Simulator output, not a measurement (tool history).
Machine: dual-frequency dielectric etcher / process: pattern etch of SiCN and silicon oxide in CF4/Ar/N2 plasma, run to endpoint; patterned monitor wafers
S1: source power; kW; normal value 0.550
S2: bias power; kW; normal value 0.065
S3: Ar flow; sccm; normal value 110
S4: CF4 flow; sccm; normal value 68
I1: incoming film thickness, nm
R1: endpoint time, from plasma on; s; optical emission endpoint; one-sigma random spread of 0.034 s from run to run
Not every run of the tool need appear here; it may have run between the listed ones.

run	hour	S1	S2	S3	S4	I1	R1
1	0.0	0.470	0.060	110	68	9.93	11.4
2	42.5	0.470	0.060	110	68	9.86	11.4
3	81.0	0.470	0.060	110	68	9.92	11.5
4	108.1	0.500	0.065	110	68	9.92	10.8
5	147.7	0.500	0.065	110	68	10.02	10.8
# hour 188.8: Ar flow controller replaced
# hour 194.3: wet clean of the chamber
6	207.2	0.500	0.065	110	68	9.86	10.7
7	256.5	0.550	0.065	110	68	9.93	10.2
8	283.0	0.550	0.065	110	60	9.83	10.2
# hour 309.3: source power generator calibrated
# hour 346.1: upper electrode replaced
9	449.3	0.600	0.052	110	73	9.81	10.0
10	516.2	0.600	0.065	110	74	9.84	9.4
11	574.0	0.440	0.075	120	73	9.81	11.2
# hour 595.6: CF4 flow controller replaced
12	626.9	0.500	0.076	110	68	9.89	10.3
13	697.0	0.500	0.065	110	68	9.90	10.7
# hour 724.6: wet clean of the chamber
14	750.6	0.550	0.065	102	52	9.87	10.1
15	822.4	0.550	0.080	110	68	9.87	9.5
16	875.7	0.550	0.054	110	77	9.83	10.5
17	931.8	0.550	0.065	88	68	9.96	9.7
18	996.9	0.550	0.058	92	68	9.92	10.1
19	1045.1	0.600	0.052	110	73	9.87	10.1
20	1093.5	0.610	0.065	130	74	9.94	9.8
21	1118.2	0.550	0.065	99	68	9.94	9.9
# hour 1159.6: wet clean of the chamber
22	1160.1	0.550	0.058	83	68	9.86	9.8
23	1212.1	0.600	0.065	110	74	9.86	9.4

For each run, what was the tool's unlogged condition?
etch rate over this chamber's usual, %: 0 across all the runs
source power that arrives over what is set, %: 0 across all the runs
Ar flow that arrives over what is set, %: 0 across all the runs
CF4 flow that arrives over what is set, %: 0 across all the runs
H1: bias power that arrives over what is set, %
run	H1
1	-0.735
2	-0.738
3	-0.746
4	-0.755
5	-0.771
6	-0.805
7	-0.841
8	-0.864
9	-1.06
10	-1.16
11	-1.26
12	-1.36
13	-1.51
14	-1.63
15	-1.81
16	-1.95
17	-2.11
18	-2.31
19	-2.47
20	-2.63
21	-2.72
22	-2.87
23	-3.06
